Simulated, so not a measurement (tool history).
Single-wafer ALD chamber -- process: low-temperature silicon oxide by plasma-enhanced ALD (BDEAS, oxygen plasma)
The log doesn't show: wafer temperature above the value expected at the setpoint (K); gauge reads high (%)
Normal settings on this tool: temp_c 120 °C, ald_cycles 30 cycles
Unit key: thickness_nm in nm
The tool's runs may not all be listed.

run,hour,temp_c,ald_cycles,wafers since the last listed run,hours since the last thermocouple change,hours since the gauge calibration,"read-back reference wafer on the same gauge, thickness_nm",thickness_nm
1,0.0,114,30,0,1908.5,343.7,4.100,4.064
2,42.3,120,33,254,1950.8,386.0,4.104,4.439
3,84.1,120,30,251,1992.6,427.8,4.100,4.035
4,125.2,120,30,247,2033.7,468.9,4.102,4.043
5,174.3,120,32,295,2082.8,518.0,4.100,4.301
6,213.7,120,32,236,2122.2,557.4,4.099,4.307
7,279.1,120,27,393,2187.6,622.8,4.098,3.629
8,328.2,110,32,295,2236.7,671.9,4.096,4.403
# hour 351.5: gauge calibrated
9,392.8,120,25,388,2301.3,41.3,4.097,3.351
10,456.3,128,27,381,2364.8,104.8,4.099,3.563
# hour 500.7: thermocouple changed; heater temperature recalibrated
11,517.9,120,34,322,17.2,166.4,4.101,4.576
12,571.5,113,28,322,70.8,220.0,4.101,3.830
13,643.1,111,26,430,142.4,291.6,4.103,3.559
14,685.2,120,30,253,184.5,333.7,4.098,4.022
15,709.4,130,36,145,208.7,357.9,4.098,4.750

3 options for the next run, each taken on its own from the tool as it stands now. Forecast them:
A,709.8,120,30,2,209.1,358.3,?,?
B,709.8,114,36,2,209.1,358.3,?,?
C,709.8,108,30,2,209.1,358.3,?,?

run,"read-back reference wafer on the same gauge, thickness_nm",thickness_nm
A,4.100,4.032
B,4.100,4.900
C,4.100,4.135
With the hidden condition removed and each run's random variation left untouched, the same runs would have given:
run,thickness_nm
A,4.032
B,4.900
C,4.135
